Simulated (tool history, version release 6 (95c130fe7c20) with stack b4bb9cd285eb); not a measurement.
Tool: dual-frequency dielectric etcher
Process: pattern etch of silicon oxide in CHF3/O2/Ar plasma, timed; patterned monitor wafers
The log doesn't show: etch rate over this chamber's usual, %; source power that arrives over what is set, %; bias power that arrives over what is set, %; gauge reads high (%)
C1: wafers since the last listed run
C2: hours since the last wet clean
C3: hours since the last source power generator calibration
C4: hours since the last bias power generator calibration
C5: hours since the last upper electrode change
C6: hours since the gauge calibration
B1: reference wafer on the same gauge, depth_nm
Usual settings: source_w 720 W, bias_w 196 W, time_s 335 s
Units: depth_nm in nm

Run 1, hour 0: usual settings; C1 0; C2 333; C3 3378.2; C4 1529.7; C5 3738.8; C6 636.8; B1 719.2. Result: depth_nm 853.4 nm.
Run 2, hour 98.8: usual settings; C1 461; C2 431.8; C3 3477; C4 1628.5; C5 3837.6; C6 735.6; B1 719.3. Result: depth_nm 861 nm.
Run 3, hour 138.2: usual settings; C1 184; C2 471.2; C3 3516.4; C4 1667.9; C5 3877; C6 775; B1 719.6. Result: depth_nm 864.4 nm.
Run 4, hour 224.5: usual settings but source_w 860 W; C1 403; C2 557.5; C3 3602.7; C4 1754.2; C5 3963.3; C6 861.3; B1 719.3. Result: depth_nm 920 nm.
Run 5, hour 261.3: usual settings but source_w 860 W; C1 171; C2 594.3; C3 3639.5; C4 1791; C5 4000.1; C6 898.1; B1 718.9. Result: depth_nm 927.3 nm.
At hour 298.7: wet clean of the chamber.
Run 6, hour 314.1: usual settings; C1 134; C2 15.4; C3 3692.3; C4 1843.8; C5 4052.9; C6 950.9; B1 719. Result: depth_nm 835.3 nm.
Run 7, hour 362.8: usual settings; C1 227; C2 64.1; C3 3741; C4 1892.5; C5 4101.6; C6 999.6; B1 719.2. Result: depth_nm 833.5 nm.
Run 8, hour 446: usual settings; C1 388; C2 147.3; C3 3824.2; C4 1975.7; C5 4184.8; C6 1082.8; B1 717.7. Result: depth_nm 838.3 nm.
Run 9, hour 525.7: usual settings; C1 372; C2 227; C3 3903.9; C4 2055.4; C5 4264.5; C6 1162.5; B1 718.2. Result: depth_nm 844.6 nm.
Run 10, hour 618.5: usual settings; C1 433; C2 319.8; C3 3996.7; C4 2148.2; C5 4357.3; C6 1255.3; B1 718.6. Result: depth_nm 848.2 nm.
Run 11, hour 673.6: usual settings; C1 257; C2 374.9; C3 4051.8; C4 2203.3; C5 4412.4; C6 1310.4; B1 719.6. Result: depth_nm 850.7 nm.
At hour 677.2: gauge calibrated.
Run 12, hour 732.2: usual settings; C1 273; C2 433.5; C3 4110.4; C4 2261.9; C5 4471; C6 55; B1 718.8. Result: depth_nm 853.8 nm.
At hour 791.9: wet clean of the chamber.
Run 13, hour 797.5: usual settings; C1 192; C2 5.6; C3 4175.7; C4 2327.2; C5 4536.3; C6 120.3; B1 719.7. Result: depth_nm 847.8 nm.
Run 14, hour 854.5: usual settings; C1 266; C2 62.6; C3 4232.7; C4 2384.2; C5 4593.3; C6 177.3; B1 719.3. Result: depth_nm 843 nm.
Run 15, hour 930.8: usual settings but source_w 770 W, bias_w 214 W, time_s 291 s; C1 356; C2 138.9; C3 4309; C4 2460.5; C5 4669.6; C6 253.6; B1 719. Result: depth_nm 776.4 nm.
Run 16, hour 1009: usual settings but bias_w 215 W, time_s 399.5 s; C1 365; C2 217.1; C3 4387.2; C4 2538.7; C5 4747.8; C6 331.8; B1 719.3. Result: depth_nm 1048.3 nm.
Run 17, hour 1045.2: usual settings but source_w 800 W, bias_w 149 W, time_s 366.5 s; C1 169; C2 253.3; C3 4423.4; C4 2574.9; C5 4784; C6 368; B1 719. Result: depth_nm 887 nm.
At hour 1074.1: source power generator calibrated.
Run 18, hour 1100: usual settings; C1 237; C2 308.1; C3 25.9; C4 2629.7; C5 4838.8; C6 422.8; B1 718.2. Result: depth_nm 854.9 nm.
At hour 1145.5: bias power generator calibrated.
At hour 1191.3: upper electrode replaced.
Run 19, hour 1197.8: usual settings; C1 326; C2 405.9; C3 123.7; C4 52.3; C5 6.5; C6 520.6; B1 717.7. Result: depth_nm 860.3 nm.
At hour 1282.1: wet clean of the chamber.
Run 20, hour 1305.1: usual settings but source_w 830 W, bias_w 223 W, time_s 387 s; C1 389; C2 23; C3 231; C4 159.6; C5 113.8; C6 627.9; B1 719.4. Result: depth_nm 1064.6 nm.
Run 21, hour 1386: usual settings but source_w 860 W, bias_w 175 W, time_s 398 s; C1 377; C2 103.9; C3 311.9; C4 240.5; C5 194.7; C6 708.8; B1 718.3. Result: depth_nm 1019.8 nm.
Run 22, hour 1473.9: usual settings but source_w 630 W, bias_w 177 W; C1 410; C2 191.8; C3 399.8; C4 328.4; C5 282.6; C6 796.7; B1 718.6. Result: depth_nm 777 nm.
Run 23, hour 1527.2: usual settings but time_s 285 s; C1 248; C2 245.1; C3 453.1; C4 381.7; C5 335.9; C6 850; B1 719. Result: depth_nm 721 nm.
Run 24, hour 1592.5: usual settings; C1 305; C2 310.4; C3 518.4; C4 447; C5 401.2; C6 915.3; B1 719.5. Result: depth_nm 852.6 nm.
Run 25, hour 1654.9: usual settings but bias_w 235 W; C1 291; C2 372.8; C3 580.8; C4 509.4; C5 463.6; C6 977.7; B1 719.3. Result: depth_nm 910 nm.
Run 26, hour 1725.7: usual settings but source_w 580 W, bias_w 169 W, time_s 251 s; C1 330; C2 443.6; C3 651.6; C4 580.2; C5 534.4; C6 1048.5; B1 718.2. Result: depth_nm 563.2 nm.
At hour 1773.2: wet clean of the chamber.
Run 27, hour 1808.4: usual settings; C1 274; C2 35.2; C3 734.3; C4 662.9; C5 617.1; C6 1131.2; B1 718.7. Result: depth_nm 835.7 nm.

Forecast each of these 4 alternatives for the next run:
Run A, hour 1808.9: usual settings but source_w 870 W; C1 2; C2 35.7; C3 734.8; C4 663.4; C5 617.6; C6 1131.7; B1 ?. Result: depth_nm ?.
Run B, hour 1808.9: usual settings but source_w 570 W, bias_w 219 W; C1 2; C2 35.7; C3 734.8; C4 663.4; C5 617.6; C6 1131.7; B1 ?. Result: depth_nm ?.
Run C, hour 1808.9: usual settings but source_w 810 W, bias_w 168 W, time_s 262 s; C1 2; C2 35.7; C3 734.8; C4 663.4; C5 617.6; C6 1131.7; B1 ?. Result: depth_nm ?.
Run D, hour 1808.9: usual settings but bias_w 214 W; C1 2; C2 35.7; C3 734.8; C4 663.4; C5 617.6; C6 1131.7; B1 ?. Result: depth_nm ?.

run     B1  depth_nm
  A  718.8     895.2
  B  718.8     800.9
  C  718.8     647.5
  D  718.8     862.3
Without the tool's hidden state the same runs would have given:
run  depth_nm
  A     895.4
  B     801.2
  C     647.7
  D     862.6
